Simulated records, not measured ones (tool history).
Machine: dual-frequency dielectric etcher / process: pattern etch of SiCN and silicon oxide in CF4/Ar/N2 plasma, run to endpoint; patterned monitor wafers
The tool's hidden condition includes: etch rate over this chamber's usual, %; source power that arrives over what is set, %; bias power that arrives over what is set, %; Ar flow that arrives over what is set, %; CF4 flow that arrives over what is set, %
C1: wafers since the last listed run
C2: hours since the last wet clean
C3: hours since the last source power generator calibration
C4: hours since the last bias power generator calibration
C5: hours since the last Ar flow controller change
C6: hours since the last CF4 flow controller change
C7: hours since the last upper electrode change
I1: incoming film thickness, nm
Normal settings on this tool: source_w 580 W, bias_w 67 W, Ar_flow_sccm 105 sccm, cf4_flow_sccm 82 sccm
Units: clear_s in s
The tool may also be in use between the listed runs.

{"run": 1, "day": 0.0, "source_w": 580, "bias_w": 55, "Ar_flow_sccm": 105, "cf4_flow_sccm": 82, "C1": 0, "C2": 130.3, "C3": 1296.6, "C4": 3990.7, "C5": 743.3, "C6": 4519.8, "C7": 4103.2, "I1": 14.53, "clear_s": 14.7}
{"run": 2, "day": 4.471, "source_w": 580, "bias_w": 55, "Ar_flow_sccm": 105, "cf4_flow_sccm": 82, "C1": 1853, "C2": 237.6, "C3": 1403.9, "C4": 4098, "C5": 850.6, "C6": 4627.1, "C7": 4210.5, "I1": 14.75, "clear_s": 14.6}
{"run": 3, "day": 8.471, "source_w": 580, "bias_w": 67, "Ar_flow_sccm": 105, "cf4_flow_sccm": 82, "C1": 1658, "C2": 333.6, "C3": 1499.9, "C4": 4194, "C5": 946.6, "C6": 4723.1, "C7": 4306.5, "I1": 14.71, "clear_s": 13.9}
{"run": 4, "day": 10.371, "source_w": 580, "bias_w": 67, "Ar_flow_sccm": 105, "cf4_flow_sccm": 82, "C1": 787, "C2": 379.2, "C3": 1545.5, "C4": 4239.6, "C5": 992.2, "C6": 4768.7, "C7": 4352.1, "I1": 14.49, "clear_s": 13.6}
{"run": 5, "day": 12.962, "source_w": 580, "bias_w": 67, "Ar_flow_sccm": 105, "cf4_flow_sccm": 82, "C1": 1074, "C2": 441.4, "C3": 1607.7, "C4": 4301.8, "C5": 1054.4, "C6": 4830.9, "C7": 4414.3, "I1": 14.56, "clear_s": 13.5}
{"run": 6, "day": 15.296, "source_w": 580, "bias_w": 67, "Ar_flow_sccm": 91, "cf4_flow_sccm": 82, "C1": 967, "C2": 497.4, "C3": 1663.7, "C4": 4357.8, "C5": 1110.4, "C6": 4886.9, "C7": 4470.3, "I1": 14.8, "clear_s": 13.5}
{"day": 18.454, "done": "wet clean of the chamber"}
{"run": 7, "day": 18.475, "source_w": 580, "bias_w": 67, "Ar_flow_sccm": 91, "cf4_flow_sccm": 82, "C1": 903, "C2": 0.5, "C3": 1740, "C4": 4434.1, "C5": 1186.7, "C6": 4963.2, "C7": 4546.6, "I1": 14.67, "clear_s": 13.9}
{"run": 8, "day": 21.483, "source_w": 580, "bias_w": 67, "Ar_flow_sccm": 91, "cf4_flow_sccm": 82, "C1": 1246, "C2": 72.7, "C3": 1812.2, "C4": 4506.3, "C5": 1258.9, "C6": 5035.4, "C7": 4618.8, "I1": 14.65, "clear_s": 13.9}
{"day": 24.275, "done": "CF4 flow controller replaced"}
{"day": 25.879, "done": "bias power generator calibrated"}
{"day": 31.529, "done": "source power generator calibrated"}
{"run": 9, "day": 32.45, "source_w": 580, "bias_w": 67, "Ar_flow_sccm": 105, "cf4_flow_sccm": 82, "C1": 4303, "C2": 335.9, "C3": 22.1, "C4": 157.7, "C5": 1522.1, "C6": 196.2, "C7": 4882, "I1": 14.48, "clear_s": 13.5}
{"day": 37.179, "done": "wet clean of the chamber"}
{"run": 10, "day": 37.2, "source_w": 580, "bias_w": 67, "Ar_flow_sccm": 105, "cf4_flow_sccm": 82, "C1": 1554, "C2": 0.5, "C3": 136.1, "C4": 271.7, "C5": 1636.1, "C6": 310.2, "C7": 4996, "I1": 14.51, "clear_s": 13.9}
{"day": 38.162, "done": "Ar flow controller replaced"}
{"run": 11, "day": 40.146, "source_w": 580, "bias_w": 67, "Ar_flow_sccm": 105, "cf4_flow_sccm": 82, "C1": 1117, "C2": 71.2, "C3": 206.8, "C4": 342.4, "C5": 47.6, "C6": 380.9, "C7": 5066.7, "I1": 14.76, "clear_s": 14}
{"run": 12, "day": 43.912, "source_w": 580, "bias_w": 67, "Ar_flow_sccm": 105, "cf4_flow_sccm": 82, "C1": 1561, "C2": 161.6, "C3": 297.2, "C4": 432.8, "C5": 138, "C6": 471.3, "C7": 5157.1, "I1": 14.62, "clear_s": 13.8}
{"run": 13, "day": 46.229, "source_w": 460, "bias_w": 67, "Ar_flow_sccm": 123, "cf4_flow_sccm": 82, "C1": 960, "C2": 217.2, "C3": 352.8, "C4": 488.4, "C5": 193.6, "C6": 526.9, "C7": 5212.7, "I1": 14.54, "clear_s": 17.7}
{"run": 14, "day": 49.154, "source_w": 580, "bias_w": 67, "Ar_flow_sccm": 105, "cf4_flow_sccm": 82, "C1": 1212, "C2": 287.4, "C3": 423, "C4": 558.6, "C5": 263.8, "C6": 597.1, "C7": 5282.9, "I1": 14.55, "clear_s": 13.4}
{"run": 15, "day": 52.896, "source_w": 580, "bias_w": 67, "Ar_flow_sccm": 129, "cf4_flow_sccm": 82, "C1": 1550, "C2": 377.2, "C3": 512.8, "C4": 648.4, "C5": 353.6, "C6": 686.9, "C7": 5372.7, "I1": 14.64, "clear_s": 13.9}
{"day": 56.392, "done": "upper electrode replaced"}
{"run": 16, "day": 56.412, "source_w": 580, "bias_w": 74, "Ar_flow_sccm": 116, "cf4_flow_sccm": 72, "C1": 1043, "C2": 461.6, "C3": 597.2, "C4": 732.8, "C5": 438, "C6": 771.3, "C7": 0.5, "I1": 14.57, "clear_s": 13.4}
{"run": 17, "day": 58.488, "source_w": 580, "bias_w": 60, "Ar_flow_sccm": 105, "cf4_flow_sccm": 72, "C1": 860, "C2": 511.4, "C3": 647, "C4": 782.6, "C5": 487.8, "C6": 821.1, "C7": 50.3, "I1": 14.63, "clear_s": 14.4}
{"day": 60.512, "done": "wet clean of the chamber"}
{"run": 18, "day": 60.533, "source_w": 580, "bias_w": 79, "Ar_flow_sccm": 81, "cf4_flow_sccm": 82, "C1": 433, "C2": 0.5, "C3": 696.1, "C4": 831.7, "C5": 536.9, "C6": 870.2, "C7": 99.4, "I1": 14.58, "clear_s": 12.8}
{"run": 19, "day": 63.079, "source_w": 580, "bias_w": 67, "Ar_flow_sccm": 82, "cf4_flow_sccm": 73, "C1": 1055, "C2": 61.6, "C3": 757.2, "C4": 892.8, "C5": 598, "C6": 931.3, "C7": 160.5, "I1": 14.49, "clear_s": 13.9}
{"run": 20, "day": 67.467, "source_w": 470, "bias_w": 52, "Ar_flow_sccm": 120, "cf4_flow_sccm": 101, "C1": 1818, "C2": 166.9, "C3": 862.5, "C4": 998.1, "C5": 703.3, "C6": 1036.6, "C7": 265.8, "I1": 14.72, "clear_s": 18.3}
{"run": 21, "day": 70.354, "source_w": 660, "bias_w": 74, "Ar_flow_sccm": 105, "cf4_flow_sccm": 75, "C1": 1196, "C2": 236.2, "C3": 931.8, "C4": 1067.4, "C5": 772.6, "C6": 1105.9, "C7": 335.1, "I1": 14.58, "clear_s": 11.9}
{"run": 22, "day": 73.471, "source_w": 580, "bias_w": 67, "Ar_flow_sccm": 105, "cf4_flow_sccm": 82, "C1": 1291, "C2": 311, "C3": 1006.6, "C4": 1142.2, "C5": 847.4, "C6": 1180.7, "C7": 409.9, "I1": 14.49, "clear_s": 13.6}

5 options for the next run, each taken on its own from the tool as it stands now. Forecast them:
{"run": "A", "day": 73.488, "source_w": 500, "bias_w": 67, "Ar_flow_sccm": 105, "cf4_flow_sccm": 82, "C1": 6, "C2": 311.4, "C3": 1007, "C4": 1142.6, "C5": 847.8, "C6": 1181.1, "C7": 410.3, "I1": 14.62, "clear_s": "?"}
{"run": "B", "day": 73.488, "source_w": 580, "bias_w": 67, "Ar_flow_sccm": 126, "cf4_flow_sccm": 82, "C1": 6, "C2": 311.4, "C3": 1007, "C4": 1142.6, "C5": 847.8, "C6": 1181.1, "C7": 410.3, "I1": 14.62, "clear_s": "?"}
{"run": "C", "day": 73.488, "source_w": 450, "bias_w": 52, "Ar_flow_sccm": 105, "cf4_flow_sccm": 82, "C1": 6, "C2": 311.4, "C3": 1007, "C4": 1142.6, "C5": 847.8, "C6": 1181.1, "C7": 410.3, "I1": 14.62, "clear_s": "?"}
{"run": "D", "day": 73.488, "source_w": 540, "bias_w": 80, "Ar_flow_sccm": 96, "cf4_flow_sccm": 82, "C1": 6, "C2": 311.4, "C3": 1007, "C4": 1142.6, "C5": 847.8, "C6": 1181.1, "C7": 410.3, "I1": 14.62, "clear_s": "?"}
{"run": "E", "day": 73.488, "source_w": 680, "bias_w": 77, "Ar_flow_sccm": 97, "cf4_flow_sccm": 95, "C1": 6, "C2": 311.4, "C3": 1007, "C4": 1142.6, "C5": 847.8, "C6": 1181.1, "C7": 410.3, "I1": 14.62, "clear_s": "?"}

run=A clear_s=16.1
run=B clear_s=14
run=C clear_s=19.6
run=D clear_s=13.9
run=E clear_s=10.9
Without the tool's unlogged condition, the same runs would have read:
run=A clear_s=16.5
run=B clear_s=14.4
run=C clear_s=20.2
run=D clear_s=14.3
run=E clear_s=11.2

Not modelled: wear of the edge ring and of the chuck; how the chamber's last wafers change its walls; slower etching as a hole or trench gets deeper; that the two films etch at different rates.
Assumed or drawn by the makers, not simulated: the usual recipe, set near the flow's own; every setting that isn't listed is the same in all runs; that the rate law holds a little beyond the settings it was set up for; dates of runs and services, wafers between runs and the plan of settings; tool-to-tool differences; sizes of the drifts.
